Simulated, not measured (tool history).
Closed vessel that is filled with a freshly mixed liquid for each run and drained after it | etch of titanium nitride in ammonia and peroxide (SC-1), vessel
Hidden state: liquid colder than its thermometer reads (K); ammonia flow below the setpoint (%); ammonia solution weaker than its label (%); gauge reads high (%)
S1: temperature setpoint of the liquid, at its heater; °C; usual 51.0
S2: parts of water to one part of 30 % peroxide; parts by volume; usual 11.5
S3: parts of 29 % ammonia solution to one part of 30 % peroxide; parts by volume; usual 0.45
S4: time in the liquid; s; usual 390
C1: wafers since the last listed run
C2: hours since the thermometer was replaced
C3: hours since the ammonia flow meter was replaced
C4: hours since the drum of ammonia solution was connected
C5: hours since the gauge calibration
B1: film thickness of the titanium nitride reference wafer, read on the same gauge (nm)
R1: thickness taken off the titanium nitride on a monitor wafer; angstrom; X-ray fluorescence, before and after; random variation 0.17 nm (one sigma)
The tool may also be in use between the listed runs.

Run 1, hour 0.0: usual settings; C1 0; C2 2321.7; C3 643.9; C4 190.5; C5 317.5; B1 119.99. Result: R1 284.5 angstrom.
Run 2, hour 26.0: usual settings; C1 1368; C2 2347.7; C3 669.9; C4 216.5; C5 343.5; B1 120.02. Result: R1 285.4 angstrom.
Run 3, hour 44.2: usual settings but S4 220 s; C1 957; C2 2365.9; C3 688.1; C4 234.7; C5 361.7; B1 119.98. Result: R1 160.8 angstrom.
Run 4, hour 69.9: usual settings but S4 220 s; C1 1352; C2 2391.6; C3 713.8; C4 260.4; C5 387.4; B1 120.00. Result: R1 161.0 angstrom.
Run 5, hour 122.3: usual settings but S4 220 s; C1 2757; C2 2444.0; C3 766.2; C4 312.8; C5 439.8; B1 120.02. Result: R1 160.7 angstrom.
Run 6, hour 144.2: usual settings but S2 15.5 parts by volume, S4 560 s; C1 1152; C2 2465.9; C3 788.1; C4 334.7; C5 461.7; B1 120.02. Result: R1 349.6 angstrom.
Run 7, hour 249.6: usual settings but S2 14.5 parts by volume, S4 510 s; C1 5545; C2 2571.3; C3 893.5; C4 440.1; C5 567.1; B1 119.98. Result: R1 326.9 angstrom.
Run 8, hour 275.1: usual settings but S1 46.0 °C, S2 15.5 parts by volume, S3 0.60 parts by volume, S4 245 s; C1 1341; C2 2596.8; C3 919.0; C4 465.6; C5 592.6; B1 119.98. Result: R1 112.7 angstrom.
Run 9, hour 305.5: usual settings but S1 55.5 °C, S2 13.5 parts by volume, S3 0.55 parts by volume, S4 450 s; C1 1599; C2 2627.2; C3 949.4; C4 496.0; C5 623.0; B1 119.96. Result: R1 418.5 angstrom.
Run 10, hour 325.5: usual settings; C1 1052; C2 2647.2; C3 969.4; C4 516.0; C5 643.0; B1 120.01. Result: R1 281.2 angstrom.
Run 11, hour 391.4: usual settings; C1 3467; C2 2713.1; C3 1035.3; C4 581.9; C5 708.9; B1 120.02. Result: R1 279.1 angstrom.
At hour 400.2: new drum of ammonia solution connected.
Run 12, hour 493.9: usual settings but S1 58.5 °C; C1 5340; C2 2815.6; C3 1137.8; C4 93.7; C5 811.4; B1 120.00. Result: R1 474.2 angstrom.
At hour 511.5: gauge calibrated.
Run 13, hour 515.2: usual settings but S4 285 s; C1 1120; C2 2836.9; C3 1159.1; C4 115.0; C5 3.7; B1 119.99. Result: R1 207.8 angstrom.
At hour 531.5: thermometer replaced.
Run 14, hour 540.3: usual settings but S4 540 s; C1 1268; C2 8.8; C3 1184.2; C4 140.1; C5 28.8; B1 120.02. Result: R1 400.7 angstrom.
At hour 550.8: ammonia flow meter replaced.
Run 15, hour 571.0: usual settings but S1 54.5 °C, S3 0.60 parts by volume; C1 1562; C2 39.5; C3 20.2; C4 170.8; C5 59.5; B1 119.99. Result: R1 379.6 angstrom.
Run 16, hour 592.2: usual settings; C1 1115; C2 60.7; C3 41.4; C4 192.0; C5 80.7; B1 120.01. Result: R1 281.0 angstrom.
Run 17, hour 607.5: usual settings but S1 56.0 °C, S4 570 s; C1 805; C2 76.0; C3 56.7; C4 207.3; C5 96.0; B1 120.01. Result: R1 586.7 angstrom.
Run 18, hour 626.5: usual settings but S4 220 s; C1 999; C2 95.0; C3 75.7; C4 226.3; C5 115.0; B1 119.98. Result: R1 159.9 angstrom.
Run 19, hour 641.7: usual settings but S1 48.5 °C, S2 8.5 parts by volume, S3 0.50 parts by volume, S4 290 s; C1 799; C2 110.2; C3 90.9; C4 241.5; C5 130.2; B1 119.96. Result: R1 213.1 angstrom.
Run 20, hour 671.8: usual settings but S1 60.0 °C, S3 0.55 parts by volume; C1 1583; C2 140.3; C3 121.0; C4 271.6; C5 160.3; B1 119.99. Result: R1 545.1 angstrom.
Run 21, hour 689.8: usual settings but S4 530 s; C1 947; C2 158.3; C3 139.0; C4 289.6; C5 178.3; B1 120.02. Result: R1 385.0 angstrom.

The next listed run, before its measurement:
Run 22, hour 703.5: usual settings but S1 48.0 °C, S2 7.5 parts by volume, S4 555 s; C1 720; C2 172.0; C3 152.7; C4 303.3; C5 192.0; B1 ?. Result: R1 ?.

Run 22 gave B1 120.02, R1 407.5 angstrom.
Without the tool's hidden state the same run would have given R1 412.8 angstrom.

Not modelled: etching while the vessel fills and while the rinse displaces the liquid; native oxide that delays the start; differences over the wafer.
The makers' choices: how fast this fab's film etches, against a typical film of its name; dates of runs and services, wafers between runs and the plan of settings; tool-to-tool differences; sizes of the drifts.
